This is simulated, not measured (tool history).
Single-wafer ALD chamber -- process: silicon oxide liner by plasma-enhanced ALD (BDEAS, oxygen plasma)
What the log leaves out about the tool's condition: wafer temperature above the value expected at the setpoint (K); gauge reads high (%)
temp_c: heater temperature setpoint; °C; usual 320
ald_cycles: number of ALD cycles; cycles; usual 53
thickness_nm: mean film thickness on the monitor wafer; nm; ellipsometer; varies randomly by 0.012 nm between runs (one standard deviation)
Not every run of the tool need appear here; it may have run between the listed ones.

run	day	temp_c	ald_cycles	wafers since the last listed run	hours since the last thermocouple change	hours since the gauge calibration	read-back reference wafer on the same gauge, thickness_nm	thickness_nm
1	0	320	53	0	96.6	2023.7	4.036	4.91
2	3.725	320	53	422	186	2113.1	4.036	4.9
3	5.358	320	53	185	225.2	2152.3	4.033	4.895
4	6.954	310	53	181	263.5	2190.6	4.034	4.957
5	9.804	310	53	323	331.9	2259	4.031	4.969
6	13.729	320	53	445	426.1	2353.2	4.03	4.903
7	17.538	320	53	431	517.5	2444.6	4.025	4.912
8	19.308	315	50	200	560	2487.1	4.022	4.653
9	21.962	315	50	301	623.7	2550.8	4.024	4.644
10	26.042	320	53	462	721.6	2648.7	4.021	4.878
11	29.112	320	53	348	795.3	2722.4	4.019	4.876
12	30.962	320	53	209	839.7	2766.8	4.018	4.899
13	33.329	320	53	268	896.5	2823.6	4.017	4.878
14	36.529	320	53	362	973.3	2900.4	4.014	4.863
15	38.754	320	53	252	1026.7	2953.8	4.013	4.866
16	40.588	320	53	207	1070.7	2997.8	4.01	4.895
17	42.588	320	53	226	1118.7	3045.8	4.01	4.894
18	45.967	320	53	383	1199.8	3126.9	4.007	4.875
19	48.017	320	53	232	1249	3176.1	4.009	4.891
20	50.217	320	45	249	1301.8	3228.9	4.006	4.114
21	53.212	320	45	339	1373.7	3300.8	4.003	4.127
22	55.121	320	53	216	1419.5	3346.6	4.002	4.875
23	58.054	320	53	332	1489.9	3417	4	4.867
24	59.804	325	49	198	1531.9	3459	4.001	4.471
25	61.804	315	44	226	1579.9	3507	3.999	4.07
# day 71.554: gauge calibrated
26	72.792	320	53	1246	1843.6	29.7	4.083	4.954
27	85.975	325	64	1495	2160	346.1	4.077	5.944
28	90.362	315	57	497	2265.3	451.4	4.073	5.353
29	94.383	306	42	456	2361.8	547.9	4.069	3.998
30	96.062	312	62	190	2402.1	588.2	4.07	5.842
31	99.529	310	45	393	2485.3	671.4	4.067	4.239
# day 100.658: thermocouple changed; heater temperature recalibrated
32	103.438	315	48	405	66.7	765.2	4.064	4.51
33	107.7	320	53	483	169	867.5	4.063	4.946
34	116.408	320	53	987	378	1076.5	4.058	4.924
35	120.025	329	43	410	464.8	1163.3	4.057	3.96
36	124.388	320	46	494	569.5	1268	4.049	4.287
37	128.517	315	50	468	668.6	1367.1	4.05	4.681
38	131.292	332	59	314	735.2	1433.7	4.048	5.389
39	132.829	315	48	174	772.1	1470.6	4.049	4.476
40	135.562	320	47	310	837.7	1536.2	4.045	4.378
41	138.708	320	53	356	913.2	1611.7	4.041	4.93
42	141.025	320	53	262	968.8	1667.3	4.04	4.914
43	142.904	309	58	213	1013.9	1712.4	4.041	5.446

How would selected steps in thickness_nm from run to run divide? Give the signed amount a tool lacking its hidden state would still show from settings, what came in and random variation, and the signed amount left for the hidden state, including any gauge scatter that is not in both of the compared results.
Run 19 -> 20: ald_cycles 53 -> 45. thickness_nm -0.777 nm: hidden state +0.014, all else -0.791.
Run 21 -> 22: ald_cycles 45 -> 53. thickness_nm +0.748 nm: hidden state -0.016, all else +0.764.
Run 25 -> 26: temp_c 315 -> 320, ald_cycles 44 -> 53, gauge calibrated. thickness_nm +0.884 nm: hidden state +0.086, all else +0.798.
Run 28 -> 29: temp_c 315 -> 306, ald_cycles 57 -> 42. thickness_nm -1.355 nm: hidden state +0, all else -1.355.
Run 29 -> 30: temp_c 306 -> 312, ald_cycles 42 -> 62. thickness_nm +1.844 nm: hidden state -0.005, all else +1.849.
Run 30 -> 31: temp_c 312 -> 310, ald_cycles 62 -> 45. thickness_nm -1.603 nm: hidden state +0.002, all else -1.605.

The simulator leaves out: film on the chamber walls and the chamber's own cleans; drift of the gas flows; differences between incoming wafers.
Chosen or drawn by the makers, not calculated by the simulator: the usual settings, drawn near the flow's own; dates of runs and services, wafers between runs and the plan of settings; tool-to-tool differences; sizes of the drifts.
